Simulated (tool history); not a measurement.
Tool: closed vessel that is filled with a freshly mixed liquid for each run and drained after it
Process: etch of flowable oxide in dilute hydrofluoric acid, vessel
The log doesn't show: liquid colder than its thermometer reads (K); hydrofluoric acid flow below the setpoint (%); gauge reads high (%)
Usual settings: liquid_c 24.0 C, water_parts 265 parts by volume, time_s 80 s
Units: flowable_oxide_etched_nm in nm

run    hour  liquid_c  water_parts  time_s  wafers since the last listed run  hours since the thermometer was replaced  hours since the hydrofluoric acid flow meter was replaced  hours since the gauge calibration  read-back film thickness of the flowable oxide reference wafer, read on the same gauge (nm)  flowable_oxide_etched_nm
  1     0.0      24.0          265      80                                 0                                     693.4                                                      227.0                              259.7                                                                                       150.02                     12.34
  2   123.5      24.0          265      80                              9479                                     816.9                                                      350.5                              383.2                                                                                       150.04                     12.12
  3   174.5      21.5          265      80                              3914                                     867.9                                                      401.5                              434.2                                                                                       149.99                     10.97
  4   236.2      21.5          265      80                              4735                                     929.6                                                      463.2                              495.9                                                                                       149.98                     10.89
  5   261.0      21.5          265      80                              1903                                     954.4                                                      488.0                              520.7                                                                                       149.98                     10.84
  6   320.7      24.0          265      80                              4582                                    1014.1                                                      547.7                              580.4                                                                                       149.99                     11.91
      326.2  -- hydrofluoric acid flow meter replaced
  7   382.1      24.0          265      80                              4635                                    1075.5                                                       55.9                              641.8                                                                                       150.02                     11.20
  8   418.0      24.0          265      65                              2755                                    1111.4                                                       91.8                              677.7                                                                                       150.03                      9.07
  9   443.0      24.0          265      65                              1918                                    1136.4                                                      116.8                              702.7                                                                                       150.01                      9.03
 10   503.8      24.0          265      80                              4666                                    1197.2                                                      177.6                              763.5                                                                                       150.05                     11.00
      510.3  -- gauge calibrated
 11   560.1      24.0          265     100                              4321                                    1253.5                                                      233.9                               49.8                                                                                       150.02                     13.69
      581.2  -- hydrofluoric acid flow meter replaced, repeated, since the last time left the tool worse
 12   586.1      24.0          265     105                              1918                                    1279.5                                                        4.9                               75.8                                                                                       149.97                     16.40
 13   642.8      24.0          265     105                              4351                                    1336.2                                                       61.6                              132.5                                                                                       149.99                     16.34
 14   712.5      27.5          220      45                              5349                                    1405.9                                                      131.3                              202.2                                                                                       149.96                      9.95
 15   814.8      24.0          265      55                              7851                                    1508.2                                                      233.6                              304.5                                                                                       150.01                      8.36
 16   842.0      24.0          265      80                              2087                                    1535.4                                                      260.8                              331.7                                                                                       150.00                     12.24
 17   874.6      20.5          165     115                              2502                                    1568.0                                                      293.4                              364.3                                                                                       149.97                     27.54
 18   900.0      21.5          145     110                              1949                                    1593.4                                                      318.8                              389.7                                                                                       150.01                     31.77
 19   929.6      24.0          300     110                              2271                                    1623.0                                                      348.4                              419.3                                                                                       150.00                     14.25
 20   967.8      27.0          185      40                              2932                                    1661.2                                                      386.6                              457.5                                                                                       150.00                     10.45
      968.9  -- thermometer replaced
 21  1032.2      24.0          360     100                              4866                                      63.3                                                      451.0                              521.9                                                                                       149.98                     10.08
 22  1086.8      24.0          315     100                              4190                                     117.9                                                      505.6                              576.5                                                                                       150.01                     11.88
 23  1147.9      24.0          265      80                              4689                                     179.0                                                      566.7                              637.6                                                                                       150.05                     11.73
 24  1189.3      20.0          220     105                              3177                                     220.4                                                      608.1                              679.0                                                                                       150.00                     16.83

Run 25 comes next. What will it give?
     1204.2  -- hydrofluoric acid flow meter replaced
     1222.7  -- gauge calibrated
 25  1246.1      27.0          200      30                              4282                                     277.2                                                       41.9                               23.4                                                                                            ?                         ?

{"run 25": {"read-back film thickness of the flowable oxide reference wafer, read on the same gauge (nm)": 150.0, "flowable_oxide_etched_nm": 7.41}}
Without the tool's hidden state the same run would have given flowable_oxide_etched_nm 7.47 nm.

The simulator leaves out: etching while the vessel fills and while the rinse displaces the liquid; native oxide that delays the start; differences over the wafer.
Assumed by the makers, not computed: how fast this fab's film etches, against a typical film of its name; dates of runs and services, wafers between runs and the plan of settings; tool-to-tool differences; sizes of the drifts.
